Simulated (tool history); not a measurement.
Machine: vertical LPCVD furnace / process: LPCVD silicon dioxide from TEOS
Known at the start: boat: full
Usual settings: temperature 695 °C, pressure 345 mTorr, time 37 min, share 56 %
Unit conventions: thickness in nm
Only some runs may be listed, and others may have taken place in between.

run	hour	temperature	pressure	time	share	read-back reference wafer on the same gauge, thickness	thickness
1	0	695	345	37	56	265.77	248.17
2	27.2	695	345	37	56	266.03	247.45
3	59.1	695	345	37	56	266.07	247.26
4	86	687	345	42.5	56	266.06	237.86
5	102.6	692	390	37	56	266	247.59
6	117.9	692	390	37	56	266.04	249.24
# hour 154.6: thermocouples replaced and temperature profile calibrated
7	155.1	695	345	43.5	56	266.08	269.59
8	160.4	695	345	43.5	56	265.58	270.09
9	176.9	695	345	37	56	266.23	229.68
10	199.9	695	345	37	56	265.95	231.28
# hour 236.6: TEOS flow controller replaced
11	237.1	702	405	37	56	266.12	294.34
# hour 249.6: gauge calibrated
12	257.3	695	345	51	66	265.65	341.6
# hour 305.4: pressure gauge zeroed
13	362.3	702	385	43	65	265.74	359.1
14	394.8	705	375	24	60	266.02	201.87
15	421.8	695	345	45	47	265.99	256.66
16	435.2	695	345	51.5	56	266.18	319.84

4 ways to go on from here, each from the tool as it stands after run 16. What would each give?
A	439.4	695	345	37	56	?	?
B	439.4	702	300	37	56	?	?
C	439.4	695	380	37	56	?	?
D	439.4	695	345	51	56	?	?

run	read-back reference wafer on the same gauge, thickness	thickness
A	265.96	230.84
B	265.96	253.43
C	265.96	242.27
D	265.96	318.19
Without the tool's unlogged condition, the same runs would have read:
run	thickness
A	229.43
B	251.9
C	240.78
D	316.23
